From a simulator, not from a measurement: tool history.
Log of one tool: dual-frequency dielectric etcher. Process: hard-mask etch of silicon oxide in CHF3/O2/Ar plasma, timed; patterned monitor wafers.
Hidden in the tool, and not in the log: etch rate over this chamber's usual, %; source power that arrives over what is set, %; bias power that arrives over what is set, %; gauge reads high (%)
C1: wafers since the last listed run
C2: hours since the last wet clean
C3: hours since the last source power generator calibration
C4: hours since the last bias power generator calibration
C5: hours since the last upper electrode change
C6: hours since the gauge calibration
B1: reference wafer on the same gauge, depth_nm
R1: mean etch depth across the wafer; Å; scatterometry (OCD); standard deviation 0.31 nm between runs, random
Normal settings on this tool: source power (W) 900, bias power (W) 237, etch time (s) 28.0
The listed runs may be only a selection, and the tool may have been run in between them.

{"run": 1, "day": 0.0, "source power (W)": 900, "bias power (W)": 237, "etch time (s)": 28.0, "C1": 0, "C2": 82.1, "C3": 1827.3, "C4": 2337.0, "C5": 1685.8, "C6": 875.5, "B1": 59.5, "R1": 692}
{"run": 2, "day": 1.658, "source power (W)": 900, "bias power (W)": 237, "etch time (s)": 28.0, "C1": 401, "C2": 121.9, "C3": 1867.1, "C4": 2376.8, "C5": 1725.6, "C6": 915.3, "B1": 59.8, "R1": 684}
{"run": 3, "day": 3.742, "source power (W)": 900, "bias power (W)": 237, "etch time (s)": 28.0, "C1": 504, "C2": 171.9, "C3": 1917.1, "C4": 2426.8, "C5": 1775.6, "C6": 965.3, "B1": 59.6, "R1": 688}
{"run": 4, "day": 4.762, "source power (W)": 900, "bias power (W)": 237, "etch time (s)": 28.0, "C1": 247, "C2": 196.4, "C3": 1941.6, "C4": 2451.3, "C5": 1800.1, "C6": 989.8, "B1": 59.5, "R1": 683}
{"run": 5, "day": 5.875, "source power (W)": 900, "bias power (W)": 237, "etch time (s)": 28.0, "C1": 269, "C2": 223.1, "C3": 1968.3, "C4": 2478.0, "C5": 1826.8, "C6": 1016.5, "B1": 59.6, "R1": 688}
{"run": 6, "day": 8.692, "source power (W)": 750, "bias power (W)": 237, "etch time (s)": 24.0, "C1": 682, "C2": 290.7, "C3": 2035.9, "C4": 2545.6, "C5": 1894.4, "C6": 1084.1, "B1": 59.5, "R1": 533}
{"run": 7, "day": 10.946, "source power (W)": 750, "bias power (W)": 237, "etch time (s)": 24.0, "C1": 546, "C2": 344.8, "C3": 2090.0, "C4": 2599.7, "C5": 1948.5, "C6": 1138.2, "B1": 59.4, "R1": 528}
{"run": 8, "day": 12.954, "source power (W)": 750, "bias power (W)": 237, "etch time (s)": 24.0, "C1": 486, "C2": 393.0, "C3": 2138.2, "C4": 2647.9, "C5": 1996.7, "C6": 1186.4, "B1": 59.6, "R1": 532}
{"run": 9, "day": 15.088, "source power (W)": 900, "bias power (W)": 237, "etch time (s)": 28.0, "C1": 516, "C2": 444.2, "C3": 2189.4, "C4": 2699.1, "C5": 2047.9, "C6": 1237.6, "B1": 59.6, "R1": 678}
{"day": 16.438, "done": "wet clean of the chamber"}
{"run": 10, "day": 16.483, "source power (W)": 900, "bias power (W)": 237, "etch time (s)": 28.0, "C1": 95, "C2": 1.1, "C3": 2222.9, "C4": 2732.6, "C5": 2081.4, "C6": 1271.1, "B1": 59.5, "R1": 696}
{"run": 11, "day": 19.4, "source power (W)": 900, "bias power (W)": 237, "etch time (s)": 28.0, "C1": 706, "C2": 71.1, "C3": 2292.9, "C4": 2802.6, "C5": 2151.4, "C6": 1341.1, "B1": 59.5, "R1": 692}
{"run": 12, "day": 21.033, "source power (W)": 900, "bias power (W)": 237, "etch time (s)": 28.0, "C1": 395, "C2": 110.3, "C3": 2332.1, "C4": 2841.8, "C5": 2190.6, "C6": 1380.3, "B1": 59.6, "R1": 686}
{"run": 13, "day": 23.271, "source power (W)": 900, "bias power (W)": 237, "etch time (s)": 28.0, "C1": 542, "C2": 164.0, "C3": 2385.8, "C4": 2895.5, "C5": 2244.3, "C6": 1434.0, "B1": 59.6, "R1": 686}
{"run": 14, "day": 24.65, "source power (W)": 820, "bias power (W)": 237, "etch time (s)": 28.0, "C1": 334, "C2": 197.1, "C3": 2418.9, "C4": 2928.6, "C5": 2277.4, "C6": 1467.1, "B1": 59.6, "R1": 655}
{"day": 25.542, "done": "gauge calibrated"}
{"run": 15, "day": 26.179, "source power (W)": 900, "bias power (W)": 237, "etch time (s)": 28.0, "C1": 370, "C2": 233.8, "C3": 2455.6, "C4": 2965.3, "C5": 2314.1, "C6": 15.3, "B1": 59.5, "R1": 683}
{"run": 16, "day": 27.317, "source power (W)": 1090, "bias power (W)": 272, "etch time (s)": 31.0, "C1": 275, "C2": 261.1, "C3": 2482.9, "C4": 2992.6, "C5": 2341.4, "C6": 42.6, "B1": 59.6, "R1": 905}
{"day": 29.121, "done": "bias power generator calibrated"}
{"run": 17, "day": 29.508, "source power (W)": 900, "bias power (W)": 274, "etch time (s)": 25.5, "C1": 490, "C2": 313.7, "C3": 2535.5, "C4": 9.3, "C5": 2394.0, "C6": 95.2, "B1": 59.5, "R1": 675}
{"day": 29.875, "done": "source power generator calibrated"}
{"run": 18, "day": 32.483, "source power (W)": 810, "bias power (W)": 237, "etch time (s)": 20.0, "C1": 680, "C2": 385.1, "C3": 62.6, "C4": 80.7, "C5": 2465.4, "C6": 166.6, "B1": 59.6, "R1": 461}
{"day": 34.288, "done": "wet clean of the chamber"}
{"run": 19, "day": 34.308, "source power (W)": 900, "bias power (W)": 237, "etch time (s)": 28.0, "C1": 199, "C2": 0.5, "C3": 106.4, "C4": 124.5, "C5": 2509.2, "C6": 210.4, "B1": 59.6, "R1": 688}
{"day": 38.088, "done": "upper electrode replaced"}
{"run": 20, "day": 38.108, "source power (W)": 900, "bias power (W)": 203, "etch time (s)": 34.0, "C1": 678, "C2": 91.7, "C3": 197.6, "C4": 215.7, "C5": 0.5, "C6": 301.6, "B1": 59.5, "R1": 765}
{"run": 21, "day": 38.35, "source power (W)": 1070, "bias power (W)": 198, "etch time (s)": 34.5, "C1": 58, "C2": 97.5, "C3": 203.4, "C4": 221.5, "C5": 6.3, "C6": 307.4, "B1": 59.5, "R1": 844}
{"run": 22, "day": 41.096, "source power (W)": 900, "bias power (W)": 237, "etch time (s)": 28.0, "C1": 665, "C2": 163.4, "C3": 269.3, "C4": 287.4, "C5": 72.2, "C6": 373.3, "B1": 59.6, "R1": 696}
{"run": 23, "day": 42.233, "source power (W)": 1060, "bias power (W)": 237, "etch time (s)": 33.5, "C1": 275, "C2": 190.7, "C3": 296.6, "C4": 314.7, "C5": 99.5, "C6": 400.6, "B1": 59.6, "R1": 896}
{"run": 24, "day": 44.329, "source power (W)": 730, "bias power (W)": 220, "etch time (s)": 28.0, "C1": 507, "C2": 241.0, "C3": 346.9, "C4": 365.0, "C5": 149.8, "C6": 450.9, "B1": 59.6, "R1": 591}
{"run": 25, "day": 47.162, "source power (W)": 900, "bias power (W)": 277, "etch time (s)": 33.5, "C1": 686, "C2": 309.0, "C3": 414.9, "C4": 433.0, "C5": 217.8, "C6": 518.9, "B1": 59.7, "R1": 890}
{"run": 26, "day": 52.871, "source power (W)": 900, "bias power (W)": 237, "etch time (s)": 28.0, "C1": 1382, "C2": 446.0, "C3": 551.9, "C4": 570.0, "C5": 354.8, "C6": 655.9, "B1": 59.6, "R1": 680}

5 ways to go on from here, each from the tool as it stands after run 26. What would each give?
{"run": "A", "day": 52.888, "source power (W)": 900, "bias power (W)": 237, "etch time (s)": 28.0, "C1": 4, "C2": 446.4, "C3": 552.3, "C4": 570.4, "C5": 355.2, "C6": 656.3, "B1": "?", "R1": "?"}
{"run": "B", "day": 52.888, "source power (W)": 900, "bias power (W)": 217, "etch time (s)": 28.0, "C1": 4, "C2": 446.4, "C3": 552.3, "C4": 570.4, "C5": 355.2, "C6": 656.3, "B1": "?", "R1": "?"}
{"run": "C", "day": 52.888, "source power (W)": 900, "bias power (W)": 184, "etch time (s)": 28.0, "C1": 4, "C2": 446.4, "C3": 552.3, "C4": 570.4, "C5": 355.2, "C6": 656.3, "B1": "?", "R1": "?"}
{"run": "D", "day": 52.888, "source power (W)": 900, "bias power (W)": 272, "etch time (s)": 35.0, "C1": 4, "C2": 446.4, "C3": 552.3, "C4": 570.4, "C5": 355.2, "C6": 656.3, "B1": "?", "R1": "?"}
{"run": "E", "day": 52.888, "source power (W)": 900, "bias power (W)": 184, "etch time (s)": 20.5, "C1": 4, "C2": 446.4, "C3": 552.3, "C4": 570.4, "C5": 355.2, "C6": 656.3, "B1": "?", "R1": "?"}

run=A B1=59.7 R1=680
run=B B1=59.7 R1=647
run=C B1=59.7 R1=587
run=D B1=59.7 R1=916
run=E B1=59.7 R1=430
With the hidden condition removed and each run's random variation left untouched, the same runs would have given:
run=A R1=694
run=B R1=661
run=C R1=600
run=D R1=935
run=E R1=439
